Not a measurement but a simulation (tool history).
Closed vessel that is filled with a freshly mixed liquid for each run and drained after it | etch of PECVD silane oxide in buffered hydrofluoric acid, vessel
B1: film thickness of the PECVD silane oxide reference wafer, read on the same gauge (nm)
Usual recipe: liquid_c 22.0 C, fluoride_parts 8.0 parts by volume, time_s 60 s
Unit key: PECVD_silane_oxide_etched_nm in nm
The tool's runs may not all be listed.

{"run": 1, "hour": 0.0, "liquid_c": 22.0, "fluoride_parts": 8.0, "time_s": 35, "B1": 80.04, "PECVD_silane_oxide_etched_nm": 82.37}
{"run": 2, "hour": 52.2, "liquid_c": 22.0, "fluoride_parts": 6.0, "time_s": 60, "B1": 80.01, "PECVD_silane_oxide_etched_nm": 186.84}
{"run": 3, "hour": 244.9, "liquid_c": 22.0, "fluoride_parts": 6.0, "time_s": 60, "B1": 80.01, "PECVD_silane_oxide_etched_nm": 185.1}
{"run": 4, "hour": 306.2, "liquid_c": 22.0, "fluoride_parts": 8.0, "time_s": 60, "B1": 80.01, "PECVD_silane_oxide_etched_nm": 141.83}
{"hour": 333.7, "done": "hydrofluoric acid flow meter replaced"}
{"run": 5, "hour": 369.5, "liquid_c": 22.0, "fluoride_parts": 8.0, "time_s": 60, "B1": 79.99, "PECVD_silane_oxide_etched_nm": 140.18}
{"run": 6, "hour": 430.8, "liquid_c": 22.0, "fluoride_parts": 6.5, "time_s": 60, "B1": 80.02, "PECVD_silane_oxide_etched_nm": 172.77}
{"run": 7, "hour": 472.6, "liquid_c": 22.0, "fluoride_parts": 6.5, "time_s": 60, "B1": 79.99, "PECVD_silane_oxide_etched_nm": 173.83}
{"run": 8, "hour": 496.6, "liquid_c": 19.0, "fluoride_parts": 8.0, "time_s": 60, "B1": 79.97, "PECVD_silane_oxide_etched_nm": 119.63}
{"run": 9, "hour": 558.6, "liquid_c": 22.0, "fluoride_parts": 8.0, "time_s": 45, "B1": 80.0, "PECVD_silane_oxide_etched_nm": 105.74}
{"run": 10, "hour": 594.9, "liquid_c": 22.0, "fluoride_parts": 8.0, "time_s": 60, "B1": 79.98, "PECVD_silane_oxide_etched_nm": 140.48}
{"run": 11, "hour": 658.7, "liquid_c": 22.0, "fluoride_parts": 8.0, "time_s": 60, "B1": 79.98, "PECVD_silane_oxide_etched_nm": 140.02}
{"run": 12, "hour": 712.5, "liquid_c": 22.0, "fluoride_parts": 8.0, "time_s": 60, "B1": 80.01, "PECVD_silane_oxide_etched_nm": 139.77}
{"hour": 754.9, "done": "gauge calibrated"}
{"run": 13, "hour": 760.5, "liquid_c": 19.5, "fluoride_parts": 9.0, "time_s": 60, "B1": 80.02, "PECVD_silane_oxide_etched_nm": 106.47}
{"run": 14, "hour": 840.6, "liquid_c": 20.0, "fluoride_parts": 8.0, "time_s": 90, "B1": 80.02, "PECVD_silane_oxide_etched_nm": 188.52}
{"run": 15, "hour": 885.3, "liquid_c": 22.0, "fluoride_parts": 8.0, "time_s": 60, "B1": 79.98, "PECVD_silane_oxide_etched_nm": 139.89}
{"run": 16, "hour": 943.4, "liquid_c": 20.0, "fluoride_parts": 8.0, "time_s": 60, "B1": 79.99, "PECVD_silane_oxide_etched_nm": 124.86}
{"run": 17, "hour": 1015.2, "liquid_c": 22.0, "fluoride_parts": 5.5, "time_s": 30, "B1": 80.01, "PECVD_silane_oxide_etched_nm": 99.25}
{"hour": 1134.3, "done": "thermometer replaced"}
{"run": 18, "hour": 1185.4, "liquid_c": 22.0, "fluoride_parts": 8.0, "time_s": 60, "B1": 80.01, "PECVD_silane_oxide_etched_nm": 144.56}
{"run": 19, "hour": 1227.2, "liquid_c": 22.0, "fluoride_parts": 11.0, "time_s": 60, "B1": 80.01, "PECVD_silane_oxide_etched_nm": 108.38}
{"run": 20, "hour": 1251.7, "liquid_c": 19.5, "fluoride_parts": 8.0, "time_s": 40, "B1": 79.99, "PECVD_silane_oxide_etched_nm": 84.15}
{"run": 21, "hour": 1393.4, "liquid_c": 22.0, "fluoride_parts": 8.0, "time_s": 60, "B1": 80.0, "PECVD_silane_oxide_etched_nm": 145.22}
{"run": 22, "hour": 1434.7, "liquid_c": 22.0, "fluoride_parts": 7.0, "time_s": 60, "B1": 80.0, "PECVD_silane_oxide_etched_nm": 166.02}
{"run": 23, "hour": 1472.0, "liquid_c": 22.0, "fluoride_parts": 6.0, "time_s": 95, "B1": 79.99, "PECVD_silane_oxide_etched_nm": 303.25}
{"hour": 1503.3, "done": "hydrofluoric acid flow meter replaced"}
{"run": 24, "hour": 1505.1, "liquid_c": 22.0, "fluoride_parts": 8.0, "time_s": 60, "B1": 80.01, "PECVD_silane_oxide_etched_nm": 144.62}
{"run": 25, "hour": 1562.4, "liquid_c": 19.5, "fluoride_parts": 9.0, "time_s": 60, "B1": 80.01, "PECVD_silane_oxide_etched_nm": 110.24}
{"run": 26, "hour": 1633.3, "liquid_c": 22.0, "fluoride_parts": 8.0, "time_s": 60, "B1": 79.99, "PECVD_silane_oxide_etched_nm": 143.89}
{"run": 27, "hour": 1666.4, "liquid_c": 22.0, "fluoride_parts": 9.5, "time_s": 90, "B1": 79.99, "PECVD_silane_oxide_etched_nm": 183.43}
{"run": 28, "hour": 1730.2, "liquid_c": 20.0, "fluoride_parts": 6.5, "time_s": 40, "B1": 79.97, "PECVD_silane_oxide_etched_nm": 105.27}
{"run": 29, "hour": 1776.1, "liquid_c": 27.0, "fluoride_parts": 11.0, "time_s": 90, "B1": 80.01, "PECVD_silane_oxide_etched_nm": 213.63}
{"run": 30, "hour": 1829.9, "liquid_c": 24.0, "fluoride_parts": 10.5, "time_s": 80, "B1": 79.98, "PECVD_silane_oxide_etched_nm": 166.51}
{"run": 31, "hour": 1861.1, "liquid_c": 20.0, "fluoride_parts": 8.0, "time_s": 30, "B1": 80.0, "PECVD_silane_oxide_etched_nm": 64.11}
{"run": 32, "hour": 1899.5, "liquid_c": 24.5, "fluoride_parts": 8.0, "time_s": 60, "B1": 80.0, "PECVD_silane_oxide_etched_nm": 162.62}

What was the tool's hidden state at every run in the log?
hydrofluoric acid flow above the setpoint (%): 0 at every run
gauge reads high (%): 0 at every run
H1: liquid colder than its thermometer reads (K)
run=1 H1=0.432
run=2 H1=0.448
run=3 H1=0.505
run=4 H1=0.523
run=5 H1=0.542
run=6 H1=0.56
run=7 H1=0.573
run=8 H1=0.58
run=9 H1=0.598
run=10 H1=0.609
run=11 H1=0.628
run=12 H1=0.644
run=13 H1=0.658
run=14 H1=0.682
run=15 H1=0.695
run=16 H1=0.712
run=17 H1=0.734
run=18 H1=0.028
run=19 H1=0.0404
run=20 H1=0.0477
run=21 H1=0.0897
run=22 H1=0.102
run=23 H1=0.113
run=24 H1=0.123
run=25 H1=0.14
run=26 H1=0.161
run=27 H1=0.171
run=28 H1=0.19
run=29 H1=0.203
run=30 H1=0.219
run=31 H1=0.229
run=32 H1=0.24
